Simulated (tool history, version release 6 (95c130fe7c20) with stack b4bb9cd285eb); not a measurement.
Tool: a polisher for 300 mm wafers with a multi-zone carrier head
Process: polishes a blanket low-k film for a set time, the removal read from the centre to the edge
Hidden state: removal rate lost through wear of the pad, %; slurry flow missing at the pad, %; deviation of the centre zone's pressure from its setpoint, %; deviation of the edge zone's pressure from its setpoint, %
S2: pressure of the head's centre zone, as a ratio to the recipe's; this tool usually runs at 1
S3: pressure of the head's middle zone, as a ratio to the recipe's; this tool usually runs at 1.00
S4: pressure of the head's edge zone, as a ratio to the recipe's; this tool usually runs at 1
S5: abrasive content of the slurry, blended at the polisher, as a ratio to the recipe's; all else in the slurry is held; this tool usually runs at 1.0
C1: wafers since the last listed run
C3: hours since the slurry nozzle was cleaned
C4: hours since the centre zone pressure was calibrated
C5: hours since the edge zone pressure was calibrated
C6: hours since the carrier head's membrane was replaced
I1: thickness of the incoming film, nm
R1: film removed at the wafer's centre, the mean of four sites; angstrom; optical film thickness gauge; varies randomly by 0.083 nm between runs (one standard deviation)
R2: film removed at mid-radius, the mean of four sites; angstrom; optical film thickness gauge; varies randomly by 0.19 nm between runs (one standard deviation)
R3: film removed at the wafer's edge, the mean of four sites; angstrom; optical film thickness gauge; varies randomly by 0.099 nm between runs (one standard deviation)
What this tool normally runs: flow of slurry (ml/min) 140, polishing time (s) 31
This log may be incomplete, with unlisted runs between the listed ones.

Run 1, hour 0.0: usual settings but flow of slurry (ml/min) 120, S5 0.9; C1 0; wafers polished on this pad 2822; C3 194.3; C4 567.3; C5 732.7; C6 902.6; I1 652.8. Result: R1 123 angstrom, R2 121 angstrom, R3 126 angstrom.
At hour 15.0: carrier head's membrane replaced by a new one.
Run 2, hour 85.5: usual settings but flow of slurry (ml/min) 120, S5 0.9; C1 1246; wafers polished on this pad 4069; C3 279.8; C4 652.8; C5 818.2; C6 70.5; I1 661.8. Result: R1 122 angstrom, R2 123 angstrom, R3 127 angstrom.
Run 3, hour 160.0: usual settings; C1 1153; wafers polished on this pad 5223; C3 354.3; C4 727.3; C5 892.7; C6 145.0; I1 667.1. Result: R1 131 angstrom, R2 134 angstrom, R3 133 angstrom.
At hour 190.3: worn pad replaced by a new one.
Run 4, hour 221.1: usual settings; C1 884; wafers polished on this pad 477; C3 415.4; C4 788.4; C5 953.8; C6 206.1; I1 660.6. Result: R1 132 angstrom, R2 132 angstrom, R3 133 angstrom.
Run 5, hour 278.7: usual settings; C1 892; wafers polished on this pad 1369; C3 473.0; C4 846.0; C5 1011.4; C6 263.7; I1 662.9. Result: R1 132 angstrom, R2 131 angstrom, R3 135 angstrom.
Run 6, hour 319.0: usual settings but S5 0.9; C1 624; wafers polished on this pad 1993; C3 513.3; C4 886.3; C5 1051.7; C6 304.0; I1 659.3. Result: R1 128 angstrom, R2 131 angstrom, R3 130 angstrom.
Run 7, hour 374.2: usual settings but S5 0.9; C1 854; wafers polished on this pad 2848; C3 568.5; C4 941.5; C5 1106.9; C6 359.2; I1 661.2. Result: R1 126 angstrom, R2 127 angstrom, R3 131 angstrom.
Run 8, hour 419.2: usual settings but S3 1.09; C1 696; wafers polished on this pad 3545; C3 613.5; C4 986.5; C5 1151.9; C6 404.2; I1 673.3. Result: R1 132 angstrom, R2 143 angstrom, R3 135 angstrom.
Run 9, hour 464.1: usual settings but flow of slurry (ml/min) 155, S5 0.9; C1 695; wafers polished on this pad 4240; C3 658.4; C4 1031.4; C5 1196.8; C6 449.1; I1 674.1. Result: R1 131 angstrom, R2 134 angstrom, R3 132 angstrom.
At hour 482.4: edge zone pressure recalibrated.
At hour 499.8: worn pad replaced by a new one.
At hour 513.7: slurry nozzle cleaned.
Run 10, hour 545.5: usual settings but flow of slurry (ml/min) 180; C1 1152; wafers polished on this pad 691; C3 31.8; C4 1112.8; C5 63.1; C6 530.5; I1 664.7. Result: R1 140 angstrom, R2 139 angstrom, R3 139 angstrom.

For run 11, what comes out?
Run 11, hour 629.8: usual settings but S3 1.08; C1 1305; wafers polished on this pad 1997; C3 116.1; C4 1197.1; C5 147.4; C6 614.8; I1 650.4. Result: R1 ?, R2 ?, R3 ?.

{"run 11": {"R1": 132, "R2": 147, "R3": 136}}
If the tool had no hidden condition, the same run with the same run-to-run variation would have returned R1 132 angstrom, R2 147 angstrom, R3 136 angstrom.
